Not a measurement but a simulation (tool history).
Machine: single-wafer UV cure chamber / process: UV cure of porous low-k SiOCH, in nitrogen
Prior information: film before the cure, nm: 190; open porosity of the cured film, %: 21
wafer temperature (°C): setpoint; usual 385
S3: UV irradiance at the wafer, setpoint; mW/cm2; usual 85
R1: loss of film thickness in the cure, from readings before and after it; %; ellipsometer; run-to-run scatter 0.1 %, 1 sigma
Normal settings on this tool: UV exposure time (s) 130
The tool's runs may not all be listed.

run 1 hour=0 | wafer_temperature_(°C)=385 UV_exposure_time_(s)=130 S3=85 | R1=7.642
run 2 hour=31.7 | wafer_temperature_(°C)=385 UV_exposure_time_(s)=130 S3=85 | R1=7.471
run 3 hour=54.7 | wafer_temperature_(°C)=385 UV_exposure_time_(s)=130 S3=85 | R1=7.576
run 4 hour=80.5 | wafer_temperature_(°C)=385 UV_exposure_time_(s)=130 S3=85 | R1=7.515
run 5 hour=104.2 | wafer_temperature_(°C)=385 UV_exposure_time_(s)=165 S3=85 | R1=8.344
run 6 hour=128.8 | wafer_temperature_(°C)=385 UV_exposure_time_(s)=130 S3=85 | R1=7.645
run 7 hour=143.5 | wafer_temperature_(°C)=385 UV_exposure_time_(s)=130 S3=85 | R1=7.574
run 8 hour=173.1 | wafer_temperature_(°C)=369 UV_exposure_time_(s)=130 S3=85 | R1=7.156
run 9 hour=185.6 | wafer_temperature_(°C)=369 UV_exposure_time_(s)=130 S3=85 | R1=7.188
run 10 hour=218 | wafer_temperature_(°C)=370 UV_exposure_time_(s)=130 S3=85 | R1=7.351
-- hour=246.1 UV bulbs replaced
-- hour=260.2 quartz window cleaned
run 11 hour=260.7 | wafer_temperature_(°C)=385 UV_exposure_time_(s)=130 S3=124 | R1=8.4

Run 12 is up next; what results do you expect?
run 12 hour=265.2 | wafer_temperature_(°C)=385 UV_exposure_time_(s)=130 S3=85 | R1=?

Run 12 gave R1 6.942 %.
With the hidden condition absent and the run-to-run variation left alone, this run would have shown R1 7.915 %.
